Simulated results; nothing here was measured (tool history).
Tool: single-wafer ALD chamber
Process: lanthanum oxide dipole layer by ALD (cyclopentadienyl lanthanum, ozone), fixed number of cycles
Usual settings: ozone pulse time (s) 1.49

| run | hour | ozone pulse time (s) | wafers since the last listed run | hours since the last thermocouple change | hours since the last ozone generator service | hours since the showerhead was replaced | hours since the gauge calibration | read-back reference wafer on the same gauge, thickness_nm | mean film thickness on the monitor wafer (angstrom) |
|---|---|---|---|---|---|---|---|---|---|
| 1 | 0.0 | 1.49 | 0 | 2686.1 | 396.3 | 6568.8 | 91.0 | 0.657 | 6.20 |
| 2 | 8.7 | 1.49 | 104 | 2694.8 | 405.0 | 6577.5 | 99.7 | 0.658 | 6.18 |
| 3 | 20.0 | 1.49 | 135 | 2706.1 | 416.3 | 6588.8 | 111.0 | 0.657 | 6.17 |
| 4 | 32.3 | 1.49 | 147 | 2718.4 | 428.6 | 6601.1 | 123.3 | 0.657 | 6.17 |
| 5 | 50.1 | 1.49 | 213 | 2736.2 | 446.4 | 6618.9 | 141.1 | 0.656 | 6.12 |
| 6 | 93.9 | 1.49 | 525 | 2780.0 | 490.2 | 6662.7 | 184.9 | 0.657 | 6.10 |
|  | 103.0 | ozone generator serviced |
| 7 | 105.1 | 1.49 | 38 | 2791.2 | 2.1 | 6673.9 | 196.1 | 0.657 | 6.33 |
|  | 121.9 | thermocouple changed; heater temperature recalibrated |
| 8 | 122.4 | 1.49 | 111 | 0.5 | 19.4 | 6691.2 | 213.4 | 0.657 | 6.37 |
| 9 | 122.7 | 1.49 | 3 | 0.8 | 19.7 | 6691.5 | 213.7 | 0.657 | 6.30 |
| 10 | 136.9 | 1.84 | 170 | 15.0 | 33.9 | 6705.7 | 227.9 | 0.657 | 6.46 |
|  | 146.8 | gauge calibrated |
| 11 | 146.9 | 1.78 | 120 | 25.0 | 43.9 | 6715.7 | 0.1 | 0.657 | 6.43 |
| 12 | 163.8 | 1.11 | 202 | 41.9 | 60.8 | 6732.6 | 17.0 | 0.657 | 6.14 |
| 13 | 173.5 | 0.95 | 116 | 51.6 | 70.5 | 6742.3 | 26.7 | 0.657 | 5.99 |
|  | 188.2 | showerhead replaced |
| 14 | 188.7 | 1.49 | 86 | 66.8 | 85.7 | 0.5 | 41.9 | 0.657 | 6.34 |
| 15 | 198.3 | 1.86 | 115 | 76.4 | 95.3 | 10.1 | 51.5 | 0.657 | 6.48 |
| 16 | 206.4 | 1.02 | 97 | 84.5 | 103.4 | 18.2 | 59.6 | 0.657 | 6.00 |
| 17 | 212.9 | 1.49 | 78 | 91.0 | 109.9 | 24.7 | 66.1 | 0.657 | 6.32 |
| 18 | 223.8 | 1.49 | 130 | 101.9 | 120.8 | 35.6 | 77.0 | 0.656 | 6.34 |
| 19 | 241.2 | 1.97 | 208 | 119.3 | 138.2 | 53.0 | 94.4 | 0.657 | 6.52 |

5 ways to go on from here, each from the tool as it stands after run 19. What would each give?
| A | 241.6 | 0.93 | 4 | 119.7 | 138.6 | 53.4 | 94.8 | ? | ? |
| B | 241.6 | 1.20 | 4 | 119.7 | 138.6 | 53.4 | 94.8 | ? | ? |
| C | 241.6 | 1.72 | 4 | 119.7 | 138.6 | 53.4 | 94.8 | ? | ? |
| D | 241.6 | 1.79 | 4 | 119.7 | 138.6 | 53.4 | 94.8 | ? | ? |
| E | 241.6 | 0.98 | 4 | 119.7 | 138.6 | 53.4 | 94.8 | ? | ? |

| run | read-back reference wafer on the same gauge, thickness_nm | mean film thickness on the monitor wafer (angstrom) |
|---|---|---|
| A | 0.657 | 5.94 |
| B | 0.657 | 6.15 |
| C | 0.657 | 6.41 |
| D | 0.657 | 6.43 |
| E | 0.657 | 5.98 |
Without the tool's hidden state the same runs would have given:
| run | mean film thickness on the monitor wafer (angstrom) |
|---|---|
| A | 6.01 |
| B | 6.21 |
| C | 6.44 |
| D | 6.46 |
| E | 6.05 |

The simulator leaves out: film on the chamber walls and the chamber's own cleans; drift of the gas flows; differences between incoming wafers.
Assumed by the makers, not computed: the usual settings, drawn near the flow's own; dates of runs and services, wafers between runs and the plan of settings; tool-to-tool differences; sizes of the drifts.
